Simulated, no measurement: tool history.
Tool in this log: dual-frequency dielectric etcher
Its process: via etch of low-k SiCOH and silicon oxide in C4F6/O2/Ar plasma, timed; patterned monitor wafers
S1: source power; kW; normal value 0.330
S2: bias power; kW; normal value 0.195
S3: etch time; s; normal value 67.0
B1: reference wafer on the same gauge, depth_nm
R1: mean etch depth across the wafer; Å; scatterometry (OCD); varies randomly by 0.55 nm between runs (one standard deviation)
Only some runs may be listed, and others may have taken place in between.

{"run": 1, "day": 0.0, "S1": 0.33, "S2": 0.227, "S3": 67.0, "B1": 179.0, "R1": 1749}
{"run": 2, "day": 1.504, "S1": 0.33, "S2": 0.227, "S3": 67.0, "B1": 179.0, "R1": 1749}
{"run": 3, "day": 2.525, "S1": 0.33, "S2": 0.227, "S3": 67.0, "B1": 178.9, "R1": 1746}
{"run": 4, "day": 4.354, "S1": 0.33, "S2": 0.195, "S3": 67.0, "B1": 179.0, "R1": 1647}
{"run": 5, "day": 5.104, "S1": 0.33, "S2": 0.195, "S3": 67.0, "B1": 178.9, "R1": 1630}
{"run": 6, "day": 5.508, "S1": 0.33, "S2": 0.195, "S3": 67.0, "B1": 179.1, "R1": 1643}
{"run": 7, "day": 6.104, "S1": 0.31, "S2": 0.195, "S3": 67.0, "B1": 179.0, "R1": 1590}
{"day": 6.962, "done": "source power generator calibrated"}
{"day": 7.817, "done": "gauge calibrated"}
{"run": 8, "day": 8.129, "S1": 0.31, "S2": 0.195, "S3": 67.0, "B1": 179.0, "R1": 1589}
{"run": 9, "day": 8.567, "S1": 0.33, "S2": 0.195, "S3": 82.0, "B1": 179.0, "R1": 1986}
{"day": 8.938, "done": "bias power generator calibrated"}
{"run": 10, "day": 9.046, "S1": 0.33, "S2": 0.195, "S3": 82.0, "B1": 179.0, "R1": 1995}
{"run": 11, "day": 9.375, "S1": 0.33, "S2": 0.195, "S3": 82.0, "B1": 179.0, "R1": 1981}
{"day": 10.579, "done": "upper electrode replaced"}
{"run": 12, "day": 10.6, "S1": 0.33, "S2": 0.168, "S3": 67.0, "B1": 179.0, "R1": 1526}
{"run": 13, "day": 10.612, "S1": 0.29, "S2": 0.195, "S3": 61.0, "B1": 178.9, "R1": 1393}
{"run": 14, "day": 10.625, "S1": 0.27, "S2": 0.236, "S3": 62.0, "B1": 178.9, "R1": 1490}
{"run": 15, "day": 12.079, "S1": 0.33, "S2": 0.195, "S3": 67.0, "B1": 179.0, "R1": 1618}
{"run": 16, "day": 12.404, "S1": 0.33, "S2": 0.151, "S3": 67.0, "B1": 178.8, "R1": 1460}
{"day": 13.608, "done": "wet clean of the chamber"}
{"run": 17, "day": 13.629, "S1": 0.33, "S2": 0.172, "S3": 57.0, "B1": 179.2, "R1": 1346}
{"run": 18, "day": 13.646, "S1": 0.33, "S2": 0.195, "S3": 67.0, "B1": 178.9, "R1": 1653}
{"run": 19, "day": 14.092, "S1": 0.33, "S2": 0.195, "S3": 67.0, "B1": 179.1, "R1": 1657}
{"run": 20, "day": 14.692, "S1": 0.33, "S2": 0.148, "S3": 67.0, "B1": 179.0, "R1": 1484}
{"run": 21, "day": 15.029, "S1": 0.39, "S2": 0.233, "S3": 56.0, "B1": 179.0, "R1": 1583}
{"run": 22, "day": 15.658, "S1": 0.27, "S2": 0.236, "S3": 62.0, "B1": 179.1, "R1": 1527}
{"run": 23, "day": 16.017, "S1": 0.38, "S2": 0.195, "S3": 67.0, "B1": 179.0, "R1": 1755}
{"run": 24, "day": 16.496, "S1": 0.31, "S2": 0.21, "S3": 47.5, "B1": 179.0, "R1": 1177}
{"run": 25, "day": 17.192, "S1": 0.33, "S2": 0.219, "S3": 67.0, "B1": 179.0, "R1": 1731}

Branching from run 25: 4 alternative next runs. What would each branch give?
{"run": "A", "day": 17.208, "S1": 0.33, "S2": 0.195, "S3": 67.0, "B1": "?", "R1": "?"}
{"run": "B", "day": 17.208, "S1": 0.33, "S2": 0.195, "S3": 85.5, "B1": "?", "R1": "?"}
{"run": "C", "day": 17.208, "S1": 0.33, "S2": 0.195, "S3": 80.0, "B1": "?", "R1": "?"}
{"run": "D", "day": 17.208, "S1": 0.4, "S2": 0.195, "S3": 53.5, "B1": "?", "R1": "?"}

run=A B1=179.2 R1=1647
run=B B1=179.2 R1=2102
run=C B1=179.2 R1=1967
run=D B1=179.2 R1=1423
Without the tool's unlogged condition, the same runs would have read:
run=A R1=1655
run=B R1=2111
run=C R1=1976
run=D R1=1429
